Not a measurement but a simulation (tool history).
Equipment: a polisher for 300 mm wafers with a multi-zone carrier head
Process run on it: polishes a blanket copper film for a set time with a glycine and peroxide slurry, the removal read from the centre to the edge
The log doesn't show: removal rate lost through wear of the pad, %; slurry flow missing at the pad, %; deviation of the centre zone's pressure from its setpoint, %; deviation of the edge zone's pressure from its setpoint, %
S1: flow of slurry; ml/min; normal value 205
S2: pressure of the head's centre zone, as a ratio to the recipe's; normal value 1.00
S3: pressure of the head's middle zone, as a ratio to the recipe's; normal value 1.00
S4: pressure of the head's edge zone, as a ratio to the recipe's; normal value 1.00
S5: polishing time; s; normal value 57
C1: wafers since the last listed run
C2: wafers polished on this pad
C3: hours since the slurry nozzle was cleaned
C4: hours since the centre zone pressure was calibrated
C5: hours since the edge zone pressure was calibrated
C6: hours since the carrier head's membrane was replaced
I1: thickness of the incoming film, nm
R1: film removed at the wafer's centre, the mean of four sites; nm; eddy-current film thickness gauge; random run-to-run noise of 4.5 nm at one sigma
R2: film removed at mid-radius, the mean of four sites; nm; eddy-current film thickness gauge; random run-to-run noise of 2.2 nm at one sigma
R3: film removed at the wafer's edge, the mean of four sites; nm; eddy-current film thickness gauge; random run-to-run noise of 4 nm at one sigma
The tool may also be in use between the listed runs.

Run 1, hour 0.0: usual settings; C1 0; C2 40; C3 62.6; C4 487.6; C5 1060.2; C6 1257.2; I1 1293.4. Result: R1 303.1 nm, R2 307.6 nm, R3 315.9 nm.
Run 2, hour 18.8: usual settings; C1 169; C2 209; C3 81.4; C4 506.4; C5 1079.0; C6 1276.0; I1 1316.4. Result: R1 298.1 nm, R2 307.8 nm, R3 308.1 nm.
At hour 28.9: edge zone pressure recalibrated.
Run 3, hour 37.2: usual settings; C1 147; C2 357; C3 99.8; C4 524.8; C5 8.3; C6 1294.4; I1 1315.2. Result: R1 312.4 nm, R2 307.4 nm, R3 307.1 nm.
Run 4, hour 65.0: usual settings but S4 1.05; C1 250; C2 607; C3 127.6; C4 552.6; C5 36.1; C6 1322.2; I1 1296.9. Result: R1 303.9 nm, R2 303.6 nm, R3 316.1 nm.
Run 5, hour 87.3: usual settings but S2 1.07, S3 0.93, S4 0.95; C1 200; C2 808; C3 149.9; C4 574.9; C5 58.4; C6 1344.5; I1 1292.4. Result: R1 316.0 nm, R2 290.3 nm, R3 294.3 nm.
Run 6, hour 117.4: usual settings; C1 270; C2 1078; C3 180.0; C4 605.0; C5 88.5; C6 1374.6; I1 1310.6. Result: R1 293.1 nm, R2 294.1 nm, R3 298.0 nm.
Run 7, hour 147.5: usual settings; C1 270; C2 1349; C3 210.1; C4 635.1; C5 118.6; C6 1404.7; I1 1312.2. Result: R1 293.7 nm, R2 291.5 nm, R3 304.0 nm.
Run 8, hour 172.3: usual settings but S1 265 ml/min, S4 1.03, S5 71 s; C1 223; C2 1572; C3 234.9; C4 659.9; C5 143.4; C6 1429.5; I1 1312.0. Result: R1 372.8 nm, R2 379.7 nm, R3 388.5 nm.
At hour 175.0: slurry nozzle cleaned.
At hour 189.0: worn pad replaced by a new one, of another model than before.
Run 9, hour 189.5: usual settings but S4 0.97; C1 109; C2 4; C3 14.5; C4 677.1; C5 160.6; C6 1446.7; I1 1328.2. Result: R1 299.4 nm, R2 306.1 nm, R3 313.6 nm.
Run 10, hour 221.1: usual settings but S3 1.04; C1 284; C2 288; C3 46.1; C4 708.7; C5 192.2; C6 1478.3; I1 1315.4. Result: R1 304.3 nm, R2 314.1 nm, R3 314.2 nm.
At hour 245.4: centre zone pressure recalibrated.
Run 11, hour 250.9: usual settings but S2 1.06, S5 46 s; C1 250; C2 538; C3 75.9; C4 5.5; C5 222.0; C6 1508.1; I1 1305.0. Result: R1 257.5 nm, R2 248.3 nm, R3 250.7 nm.
At hour 344.9: worn pad replaced by a new one.
Run 12, hour 354.9: usual settings but S1 185 ml/min; C1 899; C2 90; C3 179.9; C4 109.5; C5 326.0; C6 1612.1; I1 1327.7. Result: R1 275.3 nm, R2 281.6 nm, R3 298.0 nm.
Run 13, hour 376.6: usual settings but S3 1.07, S4 0.93; C1 195; C2 285; C3 201.6; C4 131.2; C5 347.7; C6 1633.8; I1 1338.0. Result: R1 287.2 nm, R2 297.3 nm, R3 282.9 nm.
At hour 395.5: carrier head's membrane replaced by a new one.
At hour 401.2: slurry nozzle cleaned.
Run 14, hour 401.7: usual settings but S1 225 ml/min; C1 171; C2 457; C3 0.5; C4 156.3; C5 372.8; C6 6.2; I1 1311.9. Result: R1 313.3 nm, R2 312.3 nm, R3 318.9 nm.
Run 15, hour 414.8: usual settings but S1 255 ml/min, S5 64 s; C1 117; C2 575; C3 13.6; C4 169.4; C5 385.9; C6 19.3; I1 1297.9. Result: R1 350.4 nm, R2 358.7 nm, R3 357.9 nm.
Run 16, hour 481.3: usual settings but S1 170 ml/min, S3 0.90, S4 1.11; C1 598; C2 1173; C3 80.1; C4 235.9; C5 452.4; C6 85.8; I1 1329.3. Result: R1 279.8 nm, R2 269.7 nm, R3 304.2 nm.
Run 17, hour 513.2: usual settings but S1 250 ml/min, S2 1.10, S3 1.06; C1 286; C2 1460; C3 112.0; C4 267.8; C5 484.3; C6 117.7; I1 1312.1. Result: R1 328.5 nm, R2 325.3 nm, R3 318.3 nm.
At hour 527.9: worn pad replaced by a new one.
Run 18, hour 528.4: usual settings; C1 100; C2 4; C3 127.2; C4 283.0; C5 499.5; C6 132.9; I1 1321.4. Result: R1 288.5 nm, R2 297.5 nm, R3 305.6 nm.
Run 19, hour 542.1: usual settings but S1 165 ml/min, S3 0.89, S4 0.95; C1 123; C2 127; C3 140.9; C4 296.7; C5 513.2; C6 146.6; I1 1310.9. Result: R1 269.8 nm, R2 256.5 nm, R3 289.2 nm.
Run 20, hour 571.9: usual settings but S3 1.12, S5 37 s; C1 268; C2 395; C3 170.7; C4 326.5; C5 543.0; C6 176.4; I1 1298.0. Result: R1 186.4 nm, R2 202.2 nm, R3 194.4 nm.
Run 21, hour 589.2: usual settings; C1 155; C2 551; C3 188.0; C4 343.8; C5 560.3; C6 193.7; I1 1329.2. Result: R1 277.6 nm, R2 289.2 nm, R3 295.0 nm.

What if the next run were any one of these 5? Each begins from the tool's condition after run 21:
Run A, hour 589.6: usual settings; C1 3; C2 554; C3 188.4; C4 344.2; C5 560.7; C6 194.1; I1 1297.4. Result: R1 ?, R2 ?, R3 ?.
Run B, hour 589.6: usual settings but S5 71 s; C1 3; C2 554; C3 188.4; C4 344.2; C5 560.7; C6 194.1; I1 1297.4. Result: R1 ?, R2 ?, R3 ?.
Run C, hour 589.6: usual settings but S1 170 ml/min, S5 71 s; C1 3; C2 554; C3 188.4; C4 344.2; C5 560.7; C6 194.1; I1 1297.4. Result: R1 ?, R2 ?, R3 ?.
Run D, hour 589.6: usual settings but S2 1.11; C1 3; C2 554; C3 188.4; C4 344.2; C5 560.7; C6 194.1; I1 1297.4. Result: R1 ?, R2 ?, R3 ?.
Run E, hour 589.6: usual settings but S1 225 ml/min, S2 1.07, S3 1.12; C1 3; C2 554; C3 188.4; C4 344.2; C5 560.7; C6 194.1; I1 1297.4. Result: R1 ?, R2 ?, R3 ?.

run     R1     R2     R3
  A  285.5  281.2  289.5
  B  355.7  350.2  360.6
  C  327.1  325.6  342.8
  D  310.5  281.0  289.5
  E  311.1  310.1  294.9
With no hidden state in the tool, these same runs would have given:
run     R1     R2     R3
  A  310.6  303.0  305.7
  B  386.9  377.4  380.8
  C  366.3  359.5  367.4
  D  337.8  302.8  305.7
  E  334.8  331.1  309.5
